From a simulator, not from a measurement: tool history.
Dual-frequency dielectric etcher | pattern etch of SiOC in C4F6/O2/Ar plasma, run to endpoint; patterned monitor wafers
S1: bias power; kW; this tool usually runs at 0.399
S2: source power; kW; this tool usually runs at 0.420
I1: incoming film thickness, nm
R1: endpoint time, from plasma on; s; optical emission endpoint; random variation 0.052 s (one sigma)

Run 1, hour 0.0: usual settings; I1 48.73. Result: R1 17.1 s.
Run 2, hour 20.2: usual settings; I1 49.11. Result: R1 17.2 s.
Run 3, hour 50.9: usual settings; I1 47.99. Result: R1 16.9 s.
Run 4, hour 74.6: usual settings; I1 48.71. Result: R1 17.0 s.
Run 5, hour 93.8: usual settings; I1 48.39. Result: R1 16.9 s.
Run 6, hour 121.2: usual settings; I1 48.71. Result: R1 17.1 s.
Run 7, hour 136.0: usual settings but S1 0.434 kW; I1 48.58. Result: R1 16.6 s.
Run 8, hour 157.9: usual settings but S1 0.434 kW; I1 48.33. Result: R1 16.6 s.
Run 9, hour 172.3: usual settings; I1 48.56. Result: R1 17.0 s.
Run 10, hour 198.6: usual settings; I1 48.28. Result: R1 16.9 s.
Run 11, hour 227.3: usual settings but S1 0.350 kW; I1 48.12. Result: R1 17.3 s.
At hour 262.1: upper electrode replaced.
Run 12, hour 262.6: usual settings but S1 0.350 kW; I1 48.35. Result: R1 17.5 s.
Run 13, hour 277.1: usual settings but S1 0.331 kW, S2 0.470 kW; I1 48.82. Result: R1 16.9 s.
Run 14, hour 298.7: usual settings but S1 0.420 kW, S2 0.370 kW; I1 47.98. Result: R1 17.5 s.
At hour 329.6: wet clean of the chamber.
Run 15, hour 330.1: usual settings but S2 0.380 kW; I1 48.57. Result: R1 18.1 s.
Run 16, hour 359.4: usual settings; I1 48.49. Result: R1 17.2 s.
At hour 366.1: source power generator calibrated.
Run 17, hour 389.8: usual settings; I1 49.13. Result: R1 17.4 s.
Run 18, hour 423.5: usual settings but S1 0.311 kW, S2 0.330 kW; I1 48.63. Result: R1 20.4 s.
Run 19, hour 451.3: usual settings but S2 0.380 kW; I1 48.89. Result: R1 18.2 s.
Run 20, hour 466.0: usual settings but S1 0.321 kW, S2 0.330 kW; I1 48.11. Result: R1 20.0 s.
Run 21, hour 496.1: usual settings but S1 0.332 kW; I1 48.62. Result: R1 17.9 s.
At hour 506.6: bias power generator calibrated.
Run 22, hour 522.4: usual settings but S1 0.345 kW, S2 0.480 kW; I1 48.76. Result: R1 16.7 s.
Run 23, hour 538.3: usual settings but S1 0.425 kW, S2 0.330 kW; I1 48.15. Result: R1 18.8 s.
Run 24, hour 558.6: usual settings but S2 0.480 kW; I1 48.89. Result: R1 16.2 s.
Run 25, hour 582.5: usual settings; I1 48.54. Result: R1 17.0 s.
Run 26, hour 599.2: usual settings but S1 0.343 kW, S2 0.360 kW; I1 49.26. Result: R1 19.3 s.
Run 27, hour 626.8: usual settings but S1 0.461 kW, S2 0.360 kW; I1 48.74. Result: R1 17.7 s.
Run 28, hour 660.2: usual settings; I1 48.81. Result: R1 17.1 s.

Alternative continuations, all from the tool just after run 28; predict every row:
Run A, hour 660.6: usual settings but S1 0.364 kW; I1 48.79. Result: R1 ?.
Run B, hour 660.6: usual settings but S1 0.331 kW, S2 0.460 kW; I1 48.79. Result: R1 ?.
Run C, hour 660.6: usual settings but S1 0.454 kW, S2 0.340 kW; I1 48.79. Result: R1 ?.
Run D, hour 660.6: usual settings but S1 0.348 kW, S2 0.360 kW; I1 48.79. Result: R1 ?.

run    R1
  A  17.5
  B  17.1
  C  18.4
  D  19.0
With no hidden state in the tool, these same runs would have given:
run    R1
  A  17.7
  B  17.3
  C  18.6
  D  19.3

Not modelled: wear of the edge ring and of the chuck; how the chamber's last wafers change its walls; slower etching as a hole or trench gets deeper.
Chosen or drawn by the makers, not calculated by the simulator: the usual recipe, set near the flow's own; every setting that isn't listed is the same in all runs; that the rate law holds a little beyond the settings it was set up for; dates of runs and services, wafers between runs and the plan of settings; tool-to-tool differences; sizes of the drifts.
